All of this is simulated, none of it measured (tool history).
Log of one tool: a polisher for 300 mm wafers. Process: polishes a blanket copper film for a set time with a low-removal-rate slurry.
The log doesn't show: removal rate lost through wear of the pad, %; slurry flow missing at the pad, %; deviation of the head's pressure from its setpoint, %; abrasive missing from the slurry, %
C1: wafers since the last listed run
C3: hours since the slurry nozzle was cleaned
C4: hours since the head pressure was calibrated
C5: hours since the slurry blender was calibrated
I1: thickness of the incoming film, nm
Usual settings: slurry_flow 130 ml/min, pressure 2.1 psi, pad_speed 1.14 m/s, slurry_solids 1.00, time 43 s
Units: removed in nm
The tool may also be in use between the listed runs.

run 1 day=0.000 | slurry_flow=130 pressure=2.1 pad_speed=1.14 slurry_solids=1.00 time=43 | C1=0 wafers_polished_on_this_pad=629 C3=309.0 C4=42.3 C5=127.9 | I1=1596.6 | removed=88.3
run 2 day=1.854 | slurry_flow=130 pressure=2.1 pad_speed=1.14 slurry_solids=1.00 time=43 | C1=683 wafers_polished_on_this_pad=1312 C3=353.5 C4=86.8 C5=172.4 | I1=1604.9 | removed=83.3
run 3 day=2.975 | slurry_flow=130 pressure=2.1 pad_speed=1.14 slurry_solids=1.00 time=43 | C1=413 wafers_polished_on_this_pad=1726 C3=380.4 C4=113.7 C5=199.3 | I1=1588.7 | removed=84.6
-- day=4.379 worn pad replaced by a new one
run 4 day=5.675 | slurry_flow=130 pressure=1.9 pad_speed=1.14 slurry_solids=1.00 time=43 | C1=933 wafers_polished_on_this_pad=477 C3=445.2 C4=178.5 C5=264.1 | I1=1594.4 | removed=78.1
-- day=5.842 slurry blender recalibrated
run 5 day=6.750 | slurry_flow=130 pressure=1.9 pad_speed=1.14 slurry_solids=1.00 time=43 | C1=365 wafers_polished_on_this_pad=843 C3=471.0 C4=204.3 C5=21.8 | I1=1602.7 | removed=78.5
-- day=10.704 head pressure recalibrated
run 6 day=10.767 | slurry_flow=130 pressure=1.9 pad_speed=1.14 slurry_solids=1.00 time=43 | C1=1449 wafers_polished_on_this_pad=2293 C3=567.4 C4=1.5 C5=118.2 | I1=1565.7 | removed=74.5
-- day=11.354 worn pad replaced by a new one
run 7 day=12.479 | slurry_flow=130 pressure=2.1 pad_speed=1.14 slurry_solids=1.00 time=43 | C1=569 wafers_polished_on_this_pad=414 C3=608.5 C4=42.6 C5=159.3 | I1=1584.9 | removed=80.3
-- day=12.592 slurry nozzle cleaned
run 8 day=14.275 | slurry_flow=130 pressure=2.1 pad_speed=1.36 slurry_solids=1.00 time=43 | C1=646 wafers_polished_on_this_pad=1061 C3=40.4 C4=85.7 C5=202.4 | I1=1592.0 | removed=97.7
run 9 day=15.725 | slurry_flow=140 pressure=2.1 pad_speed=1.14 slurry_solids=1.00 time=43 | C1=534 wafers_polished_on_this_pad=1595 C3=75.2 C4=120.5 C5=237.2 | I1=1586.1 | removed=90.6
-- day=16.188 slurry blender recalibrated
-- day=17.462 worn pad replaced by a new one
run 10 day=18.058 | slurry_flow=130 pressure=1.7 pad_speed=1.24 slurry_solids=1.00 time=43 | C1=767 wafers_polished_on_this_pad=219 C3=131.2 C4=176.5 C5=44.9 | I1=1571.8 | removed=76.8
run 11 day=19.275 | slurry_flow=130 pressure=2.4 pad_speed=1.14 slurry_solids=0.90 time=43 | C1=448 wafers_polished_on_this_pad=667 C3=160.4 C4=205.7 C5=74.1 | I1=1621.0 | removed=99.6
run 12 day=20.583 | slurry_flow=130 pressure=2.1 pad_speed=1.32 slurry_solids=0.75 time=43 | C1=482 wafers_polished_on_this_pad=1150 C3=191.8 C4=237.1 C5=105.5 | I1=1623.8 | removed=91.5
run 13 day=22.929 | slurry_flow=130 pressure=2.1 pad_speed=1.14 slurry_solids=1.00 time=43 | C1=864 wafers_polished_on_this_pad=2015 C3=248.1 C4=293.4 C5=161.8 | I1=1607.6 | removed=86.4
-- day=24.588 worn pad replaced by a new one
-- day=25.121 head pressure recalibrated
run 14 day=26.067 | slurry_flow=100 pressure=2.1 pad_speed=0.78 slurry_solids=1.00 time=43 | C1=1064 wafers_polished_on_this_pad=514 C3=323.4 C4=22.7 C5=237.1 | I1=1619.7 | removed=65.9
-- day=28.071 slurry blender recalibrated
run 15 day=28.088 | slurry_flow=130 pressure=2.1 pad_speed=1.14 slurry_solids=1.00 time=43 | C1=714 wafers_polished_on_this_pad=1228 C3=371.9 C4=71.2 C5=0.4 | I1=1567.6 | removed=84.6
run 16 day=29.979 | slurry_flow=130 pressure=2.1 pad_speed=1.14 slurry_solids=1.00 time=54 | C1=697 wafers_polished_on_this_pad=1925 C3=417.3 C4=116.6 C5=45.8 | I1=1588.4 | removed=106.6
-- day=31.225 worn pad replaced by a new one
run 17 day=32.283 | slurry_flow=95 pressure=1.9 pad_speed=1.42 slurry_solids=1.00 time=33 | C1=787 wafers_polished_on_this_pad=390 C3=472.6 C4=171.9 C5=101.1 | I1=1619.6 | removed=59.8

Forecast each of these 4 alternatives for the next run:
run A day=32.300 | slurry_flow=130 pressure=2.1 pad_speed=1.14 slurry_solids=1.00 time=43 | C1=6 wafers_polished_on_this_pad=397 C3=473.0 C4=172.3 C5=101.5 | I1=1603.9 | removed=?
run B day=32.300 | slurry_flow=130 pressure=2.1 pad_speed=1.14 slurry_solids=0.80 time=48 | C1=6 wafers_polished_on_this_pad=397 C3=473.0 C4=172.3 C5=101.5 | I1=1603.9 | removed=?
run C day=32.300 | slurry_flow=110 pressure=1.7 pad_speed=0.90 slurry_solids=1.00 time=38 | C1=6 wafers_polished_on_this_pad=397 C3=473.0 C4=172.3 C5=101.5 | I1=1603.9 | removed=?
run D day=32.300 | slurry_flow=130 pressure=2.7 pad_speed=1.14 slurry_solids=1.00 time=36 | C1=6 wafers_polished_on_this_pad=397 C3=473.0 C4=172.3 C5=101.5 | I1=1603.9 | removed=?

run=A removed=83.4
run=B removed=89.4
run=C removed=49.4
run=D removed=89.7
Without the tool's hidden state the same runs would have given:
run=A removed=91.1
run=B removed=97.7
run=C removed=54.8
run=D removed=98.0

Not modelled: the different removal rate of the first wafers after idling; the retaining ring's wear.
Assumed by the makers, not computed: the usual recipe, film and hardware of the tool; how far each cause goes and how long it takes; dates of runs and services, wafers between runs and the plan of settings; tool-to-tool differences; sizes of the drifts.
